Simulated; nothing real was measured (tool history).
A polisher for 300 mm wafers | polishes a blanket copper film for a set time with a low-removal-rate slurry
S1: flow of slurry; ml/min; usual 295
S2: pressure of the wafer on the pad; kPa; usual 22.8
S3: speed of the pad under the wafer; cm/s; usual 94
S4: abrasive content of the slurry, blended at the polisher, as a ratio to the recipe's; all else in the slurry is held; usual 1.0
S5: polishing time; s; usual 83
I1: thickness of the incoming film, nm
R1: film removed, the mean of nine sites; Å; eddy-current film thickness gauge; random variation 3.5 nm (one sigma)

run,hour,S1,S2,S3,S4,S5,I1,R1
1,0.0,295,22.8,94,1.0,83,1162.6,2391
2,107.0,295,22.8,94,1.0,83,1142.1,2323
3,173.0,295,22.8,94,1.0,83,1125.9,2355
# hour 210.6: slurry nozzle cleaned
4,273.2,295,19.3,72,1.0,83,1135.9,1603
5,371.3,295,22.8,94,1.0,83,1140.1,2159
# hour 430.1: worn pad replaced by a new one
6,458.1,295,22.8,94,1.0,83,1116.4,2370
# hour 525.7: slurry blender recalibrated
7,542.1,295,22.8,94,1.0,83,1152.8,2361
8,591.9,295,22.8,94,1.0,83,1129.9,2372
9,655.0,295,22.8,94,1.0,83,1138.6,2336
10,714.6,295,22.8,94,1.0,83,1149.3,2323
# hour 763.2: head pressure recalibrated
# hour 782.0: slurry nozzle cleaned
11,782.5,295,22.8,94,1.0,83,1127.6,2276
12,838.0,295,22.8,94,1.0,83,1140.9,2264
13,932.7,295,22.8,94,1.0,83,1153.3,2128
# hour 1005.9: slurry blender recalibrated
# hour 1029.5: worn pad replaced by a new one
14,1038.7,295,15.2,64,1.0,62,1140.6,914
15,1113.7,295,22.8,94,1.0,83,1144.7,2333
16,1169.7,295,25.5,94,0.7,69,1141.0,2035
17,1263.1,240,22.8,76,1.0,83,1137.0,1954
# hour 1295.1: slurry nozzle cleaned
18,1366.9,295,22.8,94,1.2,83,1124.5,2457
19,1406.2,295,22.8,94,1.0,83,1152.8,2269
20,1504.9,295,29.6,82,1.0,83,1141.9,2552
# hour 1537.4: worn pad replaced by a new one
# hour 1539.4: slurry blender recalibrated
21,1560.4,355,29.6,94,1.2,71,1132.3,2868
22,1610.1,295,22.8,94,1.0,83,1143.4,2384
23,1711.5,375,22.8,94,1.0,62,1165.0,1829
# hour 1805.4: slurry nozzle cleaned
24,1818.5,395,22.8,106,0.9,75,1131.1,2263
25,2011.0,260,18.6,94,0.7,107,1125.2,2050
# hour 2048.8: slurry blender recalibrated
26,2085.2,295,22.8,124,1.0,83,1127.8,2599
# hour 2112.7: worn pad replaced by a new one
27,2124.6,390,30.3,76,1.0,111,1144.8,3804
28,2213.1,360,22.8,94,1.0,83,1133.1,2450
# hour 2262.9: head pressure recalibrated
29,2270.5,295,30.3,94,0.8,100,1115.3,3651
# hour 2301.3: slurry nozzle cleaned
30,2366.0,295,22.8,94,0.7,61,1148.9,1556

Forecast each of these 4 alternatives for the next run:
A,2366.4,245,22.8,94,1.0,83,1143.3,?
B,2366.4,295,22.8,94,1.0,108,1143.3,?
C,2366.4,295,22.8,94,1.0,60,1143.3,?
D,2366.4,370,27.6,94,1.0,83,1143.3,?

run,R1
A,2350
B,3122
C,1735
D,2968
Without the tool's hidden state the same runs would have given:
run,R1
A,2425
B,3222
C,1790
D,3063
